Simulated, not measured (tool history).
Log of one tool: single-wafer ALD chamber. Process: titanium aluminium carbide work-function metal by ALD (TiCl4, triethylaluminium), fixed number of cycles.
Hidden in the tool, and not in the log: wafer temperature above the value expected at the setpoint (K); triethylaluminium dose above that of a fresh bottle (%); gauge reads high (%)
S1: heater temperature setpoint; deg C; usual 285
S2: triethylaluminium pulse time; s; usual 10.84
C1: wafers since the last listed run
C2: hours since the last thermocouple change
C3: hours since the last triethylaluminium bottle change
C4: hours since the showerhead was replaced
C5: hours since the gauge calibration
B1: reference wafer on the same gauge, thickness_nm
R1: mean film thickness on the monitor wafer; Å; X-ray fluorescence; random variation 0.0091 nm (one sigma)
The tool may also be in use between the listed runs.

run 1 hour=0 | S1=285 S2=13.96 | C1=0 C2=678.1 C3=287.6 C4=4918.7 C5=1297.2 | B1=1.742 | R1=18.05
run 2 hour=75 | S1=285 S2=10.84 | C1=893 C2=753.1 C3=362.6 C4=4993.7 C5=1372.2 | B1=1.741 | R1=17.81
run 3 hour=134.4 | S1=285 S2=10.84 | C1=707 C2=812.5 C3=422 C4=5053.1 C5=1431.6 | B1=1.739 | R1=17.72
run 4 hour=160.1 | S1=285 S2=10.84 | C1=306 C2=838.2 C3=447.7 C4=5078.8 C5=1457.3 | B1=1.74 | R1=17.63
run 5 hour=214.1 | S1=285 S2=10.84 | C1=643 C2=892.2 C3=501.7 C4=5132.8 C5=1511.3 | B1=1.74 | R1=17.64
run 6 hour=277 | S1=285 S2=10.84 | C1=749 C2=955.1 C3=564.6 C4=5195.7 C5=1574.2 | B1=1.741 | R1=17.69
run 7 hour=340.6 | S1=289 S2=7.58 | C1=757 C2=1018.7 C3=628.2 C4=5259.3 C5=1637.8 | B1=1.74 | R1=17.24
run 8 hour=377.4 | S1=289 S2=7.58 | C1=438 C2=1055.5 C3=665 C4=5296.1 C5=1674.6 | B1=1.739 | R1=17.17
-- hour=420.6 gauge calibrated
run 9 hour=436 | S1=289 S2=7.58 | C1=698 C2=1114.1 C3=723.6 C4=5354.7 C5=15.4 | B1=1.742 | R1=17.13
run 10 hour=500.1 | S1=285 S2=8.34 | C1=763 C2=1178.2 C3=787.7 C4=5418.8 C5=79.5 | B1=1.741 | R1=17.06
run 11 hour=558.4 | S1=285 S2=8.34 | C1=694 C2=1236.5 C3=846 C4=5477.1 C5=137.8 | B1=1.738 | R1=17.19
run 12 hour=610.4 | S1=285 S2=8.34 | C1=619 C2=1288.5 C3=898 C4=5529.1 C5=189.8 | B1=1.74 | R1=17.16
run 13 hour=640.7 | S1=295 S2=7.94 | C1=361 C2=1318.8 C3=928.3 C4=5559.4 C5=220.1 | B1=1.741 | R1=17.82
run 14 hour=699.8 | S1=276 S2=10.84 | C1=704 C2=1377.9 C3=987.4 C4=5618.5 C5=279.2 | B1=1.741 | R1=16.87
run 15 hour=734.5 | S1=276 S2=10.84 | C1=413 C2=1412.6 C3=1022.1 C4=5653.2 C5=313.9 | B1=1.742 | R1=16.95
run 16 hour=803.8 | S1=285 S2=10.84 | C1=825 C2=1481.9 C3=1091.4 C4=5722.5 C5=383.2 | B1=1.739 | R1=17.53
run 17 hour=832.7 | S1=285 S2=14.47 | C1=344 C2=1510.8 C3=1120.3 C4=5751.4 C5=412.1 | B1=1.741 | R1=17.91
run 18 hour=873.8 | S1=298 S2=12.74 | C1=489 C2=1551.9 C3=1161.4 C4=5792.5 C5=453.2 | B1=1.739 | R1=18.95
run 19 hour=924.7 | S1=276 S2=10.84 | C1=606 C2=1602.8 C3=1212.3 C4=5843.4 C5=504.1 | B1=1.739 | R1=16.86
run 20 hour=1000.9 | S1=285 S2=8.47 | C1=908 C2=1679 C3=1288.5 C4=5919.6 C5=580.3 | B1=1.742 | R1=17.13
-- hour=1020.7 showerhead replaced, of another model than before
run 21 hour=1041.9 | S1=275 S2=8.88 | C1=393 C2=1720 C3=1329.5 C4=21.2 C5=621.3 | B1=1.74 | R1=16.55
run 22 hour=1077.8 | S1=271 S2=12.44 | C1=427 C2=1755.9 C3=1365.4 C4=57.1 C5=657.2 | B1=1.74 | R1=16.53
-- hour=1114.1 thermocouple changed; heater temperature recalibrated
run 23 hour=1121.4 | S1=285 S2=10.84 | C1=424 C2=7.3 C3=1409 C4=100.7 C5=700.8 | B1=1.74 | R1=18.01
run 24 hour=1147.6 | S1=289 S2=7.58 | C1=312 C2=33.5 C3=1435.2 C4=126.9 C5=727 | B1=1.739 | R1=18
run 25 hour=1182.9 | S1=294 S2=6.93 | C1=420 C2=68.8 C3=1470.5 C4=162.2 C5=762.3 | B1=1.742 | R1=18.2
-- hour=1214.3 triethylaluminium bottle replaced
run 26 hour=1218.4 | S1=292 S2=7.97 | C1=327 C2=104.3 C3=4.1 C4=197.7 C5=797.8 | B1=1.74 | R1=18.3
run 27 hour=1275.1 | S1=285 S2=10.84 | C1=675 C2=161 C3=60.8 C4=254.4 C5=854.5 | B1=1.742 | R1=18.03
run 28 hour=1311 | S1=273 S2=14.74 | C1=427 C2=196.9 C3=96.7 C4=290.3 C5=890.4 | B1=1.742 | R1=17.21
run 29 hour=1381.1 | S1=290 S2=13.24 | C1=835 C2=267 C3=166.8 C4=360.4 C5=960.5 | B1=1.739 | R1=18.44
run 30 hour=1446.1 | S1=285 S2=10.84 | C1=774 C2=332 C3=231.8 C4=425.4 C5=1025.5 | B1=1.739 | R1=17.96
run 31 hour=1470.6 | S1=285 S2=13.72 | C1=291 C2=356.5 C3=256.3 C4=449.9 C5=1050 | B1=1.741 | R1=18.02
run 32 hour=1510.9 | S1=285 S2=10.84 | C1=480 C2=396.8 C3=296.6 C4=490.2 C5=1090.3 | B1=1.74 | R1=17.99
run 33 hour=1572 | S1=293 S2=14.69 | C1=728 C2=457.9 C3=357.7 C4=551.3 C5=1151.4 | B1=1.739 | R1=18.82

Forecast each of these 4 alternatives for the next run:
run A hour=1572.4 | S1=285 S2=6.55 | C1=4 C2=458.3 C3=358.1 C4=551.7 C5=1151.8 | B1=? | R1=?
run B hour=1572.4 | S1=273 S2=9.24 | C1=4 C2=458.3 C3=358.1 C4=551.7 C5=1151.8 | B1=? | R1=?
run C hour=1572.4 | S1=273 S2=10.84 | C1=4 C2=458.3 C3=358.1 C4=551.7 C5=1151.8 | B1=? | R1=?
run D hour=1572.4 | S1=293 S2=8.23 | C1=4 C2=458.3 C3=358.1 C4=551.7 C5=1151.8 | B1=? | R1=?

run=A B1=1.74 R1=17.35
run=B B1=1.74 R1=16.75
run=C B1=1.74 R1=16.9
run=D B1=1.74 R1=18.31
Without the tool's hidden state the same runs would have given:
run=A R1=17.63
run=B R1=17.03
run=C R1=17.19
run=D R1=18.6

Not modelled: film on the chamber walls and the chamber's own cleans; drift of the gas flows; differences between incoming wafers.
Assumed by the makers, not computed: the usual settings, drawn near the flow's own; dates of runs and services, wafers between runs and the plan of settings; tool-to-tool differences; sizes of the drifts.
